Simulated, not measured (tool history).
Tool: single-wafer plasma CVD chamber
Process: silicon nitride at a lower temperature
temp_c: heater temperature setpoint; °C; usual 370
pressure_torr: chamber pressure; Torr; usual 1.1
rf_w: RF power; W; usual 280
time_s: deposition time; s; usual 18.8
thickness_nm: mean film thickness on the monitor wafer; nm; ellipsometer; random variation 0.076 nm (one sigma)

| run | hour | temp_c | pressure_torr | rf_w | time_s | wafers since the last listed run | hours since the last thermocouple change | hours since the last RF generator calibration | hours since the last manometer calibration | hours since the showerhead was replaced | hours since the gauge calibration | read-back reference wafer on the same gauge, thickness_nm | thickness_nm |
|---|---|---|---|---|---|---|---|---|---|---|---|---|---|
| 1 | 0 | 370 | 1.1 | 280 | 18.8 | 0 | 1369 | 1606 | 1628.5 | 4888.7 | 368.4 | 16.992 | 18.366 |
| 2 | 70.9 | 370 | 1.1 | 255 | 20 | 1593 | 1439.9 | 1676.9 | 1699.4 | 4959.6 | 439.3 | 16.997 | 18.604 |
| 3 | 176.3 | 370 | 1.1 | 255 | 20 | 2368 | 1545.3 | 1782.3 | 1804.8 | 5065 | 544.7 | 17.02 | 18.515 |
| 4 | 234.5 | 370 | 1.02 | 280 | 21.2 | 1307 | 1603.5 | 1840.5 | 1863 | 5123.2 | 602.9 | 17.018 | 19.804 |
| 5 | 315.7 | 370 | 1.02 | 280 | 21.2 | 1824 | 1684.7 | 1921.7 | 1944.2 | 5204.4 | 684.1 | 16.992 | 19.731 |
| 6 | 389.8 | 370 | 1.23 | 280 | 18.8 | 1664 | 1758.8 | 1995.8 | 2018.3 | 5278.5 | 758.2 | 16.992 | 18.958 |
|  | 396.9 | gauge calibrated |
| 7 | 432.9 | 370 | 1.23 | 280 | 18.8 | 968 | 1801.9 | 2038.9 | 2061.4 | 5321.6 | 36 | 17.01 | 18.825 |
|  | 470.2 | capacitance manometer re-zeroed and calibrated |
| 8 | 498.2 | 370 | 1.1 | 280 | 18.8 | 1287 | 1867.2 | 2104.2 | 28 | 5386.9 | 101.3 | 17.005 | 18.063 |
| 9 | 555.3 | 377 | 1.33 | 280 | 16 | 1282 | 1924.3 | 2161.3 | 85.1 | 5444 | 158.4 | 17.008 | 16.502 |
|  | 662.9 | RF generator calibrated |
| 10 | 663.4 | 370 | 0.93 | 330 | 21 | 2249 | 2032.4 | 0.5 | 193.2 | 5552.1 | 266.5 | 17.005 | 19.589 |
|  | 724.8 | showerhead replaced |
| 11 | 754.4 | 370 | 1.1 | 335 | 18.8 | 1864 | 2123.4 | 91.5 | 284.2 | 29.6 | 357.5 | 17.014 | 19.234 |

Run 12 comes next. What will it give?
|  | 807.8 | thermocouple changed; heater temperature recalibrated |
| 12 | 834.9 | 370 | 1.1 | 280 | 18.8 | 1628 | 27.1 | 172 | 364.7 | 110.1 | 438 | ? | ? |

{"run 12": {"read-back reference wafer on the same gauge, thickness_nm": 17.018, "thickness_nm": 17.731}}
Without the tool's hidden state the same run would have given thickness_nm 18.644 nm.
